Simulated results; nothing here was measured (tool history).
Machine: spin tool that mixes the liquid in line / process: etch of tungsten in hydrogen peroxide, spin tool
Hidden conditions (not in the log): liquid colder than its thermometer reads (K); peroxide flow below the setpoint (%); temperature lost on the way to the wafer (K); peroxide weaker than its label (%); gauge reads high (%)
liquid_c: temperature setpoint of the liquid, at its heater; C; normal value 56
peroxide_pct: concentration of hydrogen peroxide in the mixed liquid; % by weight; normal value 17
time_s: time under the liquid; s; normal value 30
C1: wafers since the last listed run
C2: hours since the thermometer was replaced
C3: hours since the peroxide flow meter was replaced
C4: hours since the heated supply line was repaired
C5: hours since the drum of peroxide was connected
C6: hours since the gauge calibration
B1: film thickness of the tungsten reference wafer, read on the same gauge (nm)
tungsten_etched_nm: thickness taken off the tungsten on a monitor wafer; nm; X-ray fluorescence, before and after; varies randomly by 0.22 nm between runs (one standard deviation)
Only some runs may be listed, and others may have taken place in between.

{"run": 1, "day": 0.0, "liquid_c": 56, "peroxide_pct": 17, "time_s": 40, "C1": 0, "C2": 66.9, "C3": 190.7, "C4": 1915.8, "C5": 325.2, "C6": 461.8, "B1": 80.03, "tungsten_etched_nm": 48.26}
{"run": 2, "day": 3.325, "liquid_c": 56, "peroxide_pct": 17, "time_s": 40, "C1": 1371, "C2": 146.7, "C3": 270.5, "C4": 1995.6, "C5": 405, "C6": 541.6, "B1": 80.01, "tungsten_etched_nm": 47.21}
{"run": 3, "day": 6.442, "liquid_c": 56, "peroxide_pct": 17, "time_s": 40, "C1": 1285, "C2": 221.5, "C3": 345.3, "C4": 2070.4, "C5": 479.8, "C6": 616.4, "B1": 79.99, "tungsten_etched_nm": 46.99}
{"day": 8.075, "done": "peroxide flow meter replaced"}
{"run": 4, "day": 9.171, "liquid_c": 56, "peroxide_pct": 17, "time_s": 30, "C1": 1108, "C2": 287, "C3": 26.3, "C4": 2135.9, "C5": 545.3, "C6": 681.9, "B1": 80.02, "tungsten_etched_nm": 36.65}
{"run": 5, "day": 12.221, "liquid_c": 56, "peroxide_pct": 17, "time_s": 30, "C1": 1258, "C2": 360.2, "C3": 99.5, "C4": 2209.1, "C5": 618.5, "C6": 755.1, "B1": 80.01, "tungsten_etched_nm": 36.25}
{"run": 6, "day": 15.692, "liquid_c": 56, "peroxide_pct": 18, "time_s": 30, "C1": 1431, "C2": 443.5, "C3": 182.8, "C4": 2292.4, "C5": 701.8, "C6": 838.4, "B1": 79.99, "tungsten_etched_nm": 36.61}
{"run": 7, "day": 19.638, "liquid_c": 56, "peroxide_pct": 17, "time_s": 35, "C1": 1627, "C2": 538.2, "C3": 277.5, "C4": 2387.1, "C5": 796.5, "C6": 933.1, "B1": 79.96, "tungsten_etched_nm": 41.93}
{"day": 21.621, "done": "new drum of peroxide connected"}
{"run": 8, "day": 23.45, "liquid_c": 56, "peroxide_pct": 17, "time_s": 35, "C1": 1555, "C2": 629.7, "C3": 369, "C4": 2478.6, "C5": 43.9, "C6": 1024.6, "B1": 80, "tungsten_etched_nm": 40.9}
{"run": 9, "day": 25.925, "liquid_c": 56, "peroxide_pct": 17, "time_s": 30, "C1": 1021, "C2": 689.1, "C3": 428.4, "C4": 2538, "C5": 103.3, "C6": 1084, "B1": 80, "tungsten_etched_nm": 34.48}
{"day": 26.262, "done": "peroxide flow meter replaced"}
{"run": 10, "day": 28.788, "liquid_c": 56, "peroxide_pct": 17, "time_s": 30, "C1": 1163, "C2": 757.8, "C3": 60.6, "C4": 2606.7, "C5": 172, "C6": 1152.7, "B1": 80, "tungsten_etched_nm": 36.17}
{"day": 30.517, "done": "thermometer replaced"}
{"run": 11, "day": 32.546, "liquid_c": 65, "peroxide_pct": 20, "time_s": 25, "C1": 1533, "C2": 48.7, "C3": 150.8, "C4": 2696.9, "C5": 262.2, "C6": 1242.9, "B1": 80.02, "tungsten_etched_nm": 54.33}
{"day": 33.008, "done": "gauge calibrated"}
{"run": 12, "day": 35.838, "liquid_c": 56, "peroxide_pct": 17, "time_s": 40, "C1": 1357, "C2": 127.7, "C3": 229.8, "C4": 2775.9, "C5": 341.2, "C6": 67.9, "B1": 79.99, "tungsten_etched_nm": 46.9}
{"run": 13, "day": 39.242, "liquid_c": 59, "peroxide_pct": 14.5, "time_s": 25, "C1": 1404, "C2": 209.4, "C3": 311.5, "C4": 2857.6, "C5": 422.9, "C6": 149.6, "B1": 79.99, "tungsten_etched_nm": 32.43}
{"run": 14, "day": 41.467, "liquid_c": 56, "peroxide_pct": 17, "time_s": 30, "C1": 917, "C2": 262.8, "C3": 364.9, "C4": 2911, "C5": 476.3, "C6": 203, "B1": 80.01, "tungsten_etched_nm": 34.96}
{"day": 44.588, "done": "peroxide flow meter replaced"}
{"run": 15, "day": 46.262, "liquid_c": 52, "peroxide_pct": 21, "time_s": 30, "C1": 1961, "C2": 377.9, "C3": 40.2, "C4": 3026.1, "C5": 591.4, "C6": 318.1, "B1": 80, "tungsten_etched_nm": 32.19}
{"day": 50.538, "done": "new drum of peroxide connected"}
{"run": 16, "day": 50.662, "liquid_c": 56, "peroxide_pct": 20.5, "time_s": 15, "C1": 1797, "C2": 483.5, "C3": 145.8, "C4": 3131.7, "C5": 3, "C6": 423.7, "B1": 79.99, "tungsten_etched_nm": 19.95}
{"day": 51.5, "done": "heated supply line repaired"}
{"run": 17, "day": 54.25, "liquid_c": 56, "peroxide_pct": 21.5, "time_s": 40, "C1": 1462, "C2": 569.6, "C3": 231.9, "C4": 66, "C5": 89.1, "C6": 509.8, "B1": 79.98, "tungsten_etched_nm": 53.89}
{"run": 18, "day": 57.417, "liquid_c": 56, "peroxide_pct": 17, "time_s": 30, "C1": 1306, "C2": 645.6, "C3": 307.9, "C4": 142, "C5": 165.1, "C6": 585.8, "B1": 80, "tungsten_etched_nm": 35.49}
{"run": 19, "day": 59.883, "liquid_c": 56, "peroxide_pct": 15, "time_s": 30, "C1": 1017, "C2": 704.8, "C3": 367.1, "C4": 201.2, "C5": 224.3, "C6": 645, "B1": 80, "tungsten_etched_nm": 33.33}
{"day": 63.062, "done": "peroxide flow meter replaced"}
{"run": 20, "day": 63.946, "liquid_c": 51.5, "peroxide_pct": 21, "time_s": 50, "C1": 1658, "C2": 802.3, "C3": 21.2, "C4": 298.7, "C5": 321.8, "C6": 742.5, "B1": 80.01, "tungsten_etched_nm": 52.23}
{"run": 21, "day": 65.912, "liquid_c": 56, "peroxide_pct": 12, "time_s": 30, "C1": 811, "C2": 849.5, "C3": 68.4, "C4": 345.9, "C5": 369, "C6": 789.7, "B1": 80, "tungsten_etched_nm": 30.79}

Some steps in tungsten_etched_nm, run to run, broken into two amounts with sign: the step expected even without the hidden condition (settings, incoming material, random variation), and the rest, left for the hidden condition together with whatever gauge scatter is not in both the measured and the hidden-condition-free result:
Run 3 -> 4: time_s 40 -> 30, peroxide flow meter replaced. tungsten_etched_nm -10.34 nm: hidden state +2.11, all else -12.45.
Run 14 -> 15: liquid_c 56 -> 52, peroxide_pct 17 -> 21, peroxide flow meter replaced. tungsten_etched_nm -2.77 nm: hidden state +1.85, all else -4.62.
Run 16 -> 17: peroxide_pct 20.5 -> 21.5, time_s 15 -> 40, heated supply line repaired. tungsten_etched_nm +33.94 nm: hidden state -1.22, all else +35.16.
Run 20 -> 21: liquid_c 51.5 -> 56, peroxide_pct 21 -> 12, time_s 50 -> 30. tungsten_etched_nm -21.44 nm: hidden state -0.09, all else -21.35.
